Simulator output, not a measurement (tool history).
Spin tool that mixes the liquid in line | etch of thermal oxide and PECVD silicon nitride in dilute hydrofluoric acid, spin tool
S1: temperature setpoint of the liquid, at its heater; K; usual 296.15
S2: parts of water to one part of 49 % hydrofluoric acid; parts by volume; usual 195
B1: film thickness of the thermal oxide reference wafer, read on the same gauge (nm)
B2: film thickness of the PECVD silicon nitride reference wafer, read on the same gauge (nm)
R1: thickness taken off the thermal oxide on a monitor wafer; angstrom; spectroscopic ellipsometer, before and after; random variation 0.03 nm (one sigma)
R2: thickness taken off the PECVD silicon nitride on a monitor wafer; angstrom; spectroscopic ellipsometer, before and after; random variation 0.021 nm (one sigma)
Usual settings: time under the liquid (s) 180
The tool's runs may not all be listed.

{"run": 1, "hour": 0.0, "S1": 296.15, "S2": 195, "time under the liquid (s)": 180, "B1": 145.644, "B2": 104.054, "R1": 37.66, "R2": 14.87}
{"run": 2, "hour": 18.6, "S1": 296.15, "S2": 195, "time under the liquid (s)": 180, "B1": 145.864, "B2": 104.168, "R1": 37.08, "R2": 14.63}
{"run": 3, "hour": 53.0, "S1": 296.15, "S2": 195, "time under the liquid (s)": 180, "B1": 146.223, "B2": 104.452, "R1": 38.21, "R2": 14.22}
{"run": 4, "hour": 74.7, "S1": 296.15, "S2": 195, "time under the liquid (s)": 180, "B1": 146.431, "B2": 104.619, "R1": 37.92, "R2": 14.6}
{"run": 5, "hour": 87.6, "S1": 292.15, "S2": 195, "time under the liquid (s)": 75, "B1": 146.585, "B2": 104.717, "R1": 13.42, "R2": 4.74}
{"run": 6, "hour": 100.1, "S1": 296.15, "S2": 280, "time under the liquid (s)": 180, "B1": 146.75, "B2": 104.802, "R1": 23.89, "R2": 10.62}
{"run": 7, "hour": 115.5, "S1": 294.65, "S2": 195, "time under the liquid (s)": 180, "B1": 146.913, "B2": 104.916, "R1": 35.62, "R2": 13.47}
{"run": 8, "hour": 164.3, "S1": 296.15, "S2": 235, "time under the liquid (s)": 180, "B1": 147.491, "B2": 105.33, "R1": 30.04, "R2": 12.22}
{"run": 9, "hour": 192.1, "S1": 296.15, "S2": 250, "time under the liquid (s)": 85, "B1": 147.816, "B2": 105.576, "R1": 13.21, "R2": 5.44}
{"run": 10, "hour": 211.5, "S1": 296.15, "S2": 195, "time under the liquid (s)": 110, "B1": 148.038, "B2": 105.737, "R1": 23.74, "R2": 8.87}
{"run": 11, "hour": 246.9, "S1": 296.15, "S2": 265, "time under the liquid (s)": 270, "B1": 148.483, "B2": 106.076, "R1": 39.21, "R2": 16.69}
{"hour": 258.6, "done": "gauge calibrated"}
{"run": 12, "hour": 277.5, "S1": 296.15, "S2": 195, "time under the liquid (s)": 180, "B1": 139.527, "B2": 99.668, "R1": 35.79, "R2": 13.95}
{"run": 13, "hour": 293.8, "S1": 300.15, "S2": 195, "time under the liquid (s)": 280, "B1": 139.526, "B2": 99.662, "R1": 64.8, "R2": 26.98}
{"run": 14, "hour": 320.4, "S1": 296.15, "S2": 195, "time under the liquid (s)": 180, "B1": 139.554, "B2": 99.673, "R1": 36.02, "R2": 13.84}
{"run": 15, "hour": 340.9, "S1": 296.15, "S2": 195, "time under the liquid (s)": 180, "B1": 139.533, "B2": 99.683, "R1": 35.34, "R2": 13.75}
{"run": 16, "hour": 355.1, "S1": 292.15, "S2": 245, "time under the liquid (s)": 180, "B1": 139.601, "B2": 99.682, "R1": 23.1, "R2": 8.36}
{"run": 17, "hour": 368.2, "S1": 291.65, "S2": 235, "time under the liquid (s)": 110, "B1": 139.586, "B2": 99.693, "R1": 14.75, "R2": 5.31}
{"run": 18, "hour": 386.9, "S1": 300.15, "S2": 130, "time under the liquid (s)": 225, "B1": 139.6, "B2": 99.729, "R1": 84.31, "R2": 34.52}
{"run": 19, "hour": 422.1, "S1": 296.15, "S2": 195, "time under the liquid (s)": 180, "B1": 139.643, "B2": 99.761, "R1": 36.37, "R2": 13.89}
{"run": 20, "hour": 454.5, "S1": 293.65, "S2": 160, "time under the liquid (s)": 180, "B1": 139.724, "B2": 99.789, "R1": 40.52, "R2": 14.24}
{"run": 21, "hour": 482.2, "S1": 296.15, "S2": 195, "time under the liquid (s)": 180, "B1": 139.783, "B2": 99.869, "R1": 36.3, "R2": 13.72}
{"run": 22, "hour": 499.5, "S1": 296.15, "S2": 195, "time under the liquid (s)": 180, "B1": 139.825, "B2": 99.887, "R1": 36.28, "R2": 14.28}
{"run": 23, "hour": 534.2, "S1": 296.15, "S2": 140, "time under the liquid (s)": 120, "B1": 139.909, "B2": 99.941, "R1": 35.45, "R2": 13.16}
{"run": 24, "hour": 553.3, "S1": 298.65, "S2": 240, "time under the liquid (s)": 265, "B1": 139.974, "B2": 99.981, "R1": 45.1, "R2": 18.92}
{"run": 25, "hour": 567.2, "S1": 291.15, "S2": 135, "time under the liquid (s)": 180, "B1": 139.995, "B2": 100.008, "R1": 45.42, "R2": 14.26}

4 ways to go on from here, each from the tool as it stands after run 25. What would each give?
{"run": "A", "hour": 567.7, "S1": 296.15, "S2": 195, "time under the liquid (s)": 95, "B1": "?", "B2": "?", "R1": "?", "R2": "?"}
{"run": "B", "hour": 567.7, "S1": 291.15, "S2": 230, "time under the liquid (s)": 220, "B1": "?", "B2": "?", "R1": "?", "R2": "?"}
{"run": "C", "hour": 567.7, "S1": 296.15, "S2": 195, "time under the liquid (s)": 275, "B1": "?", "B2": "?", "R1": "?", "R2": "?"}
{"run": "D", "hour": 567.7, "S1": 296.15, "S2": 150, "time under the liquid (s)": 80, "B1": "?", "B2": "?", "R1": "?", "R2": "?"}

run=A B1=140.027 B2=100.020 R1=18.96 R2=7.50
run=B B1=140.027 B2=100.020 R1=29.73 R2=10.69
run=C B1=140.027 B2=100.020 R1=54.89 R2=21.72
run=D B1=140.027 B2=100.020 R1=21.80 R2=8.18
Without the tool's hidden state the same runs would have given:
run=A R1=18.96 R2=7.50
run=B R1=29.72 R2=10.69
run=C R1=54.88 R2=21.72
run=D R1=21.79 R2=8.18

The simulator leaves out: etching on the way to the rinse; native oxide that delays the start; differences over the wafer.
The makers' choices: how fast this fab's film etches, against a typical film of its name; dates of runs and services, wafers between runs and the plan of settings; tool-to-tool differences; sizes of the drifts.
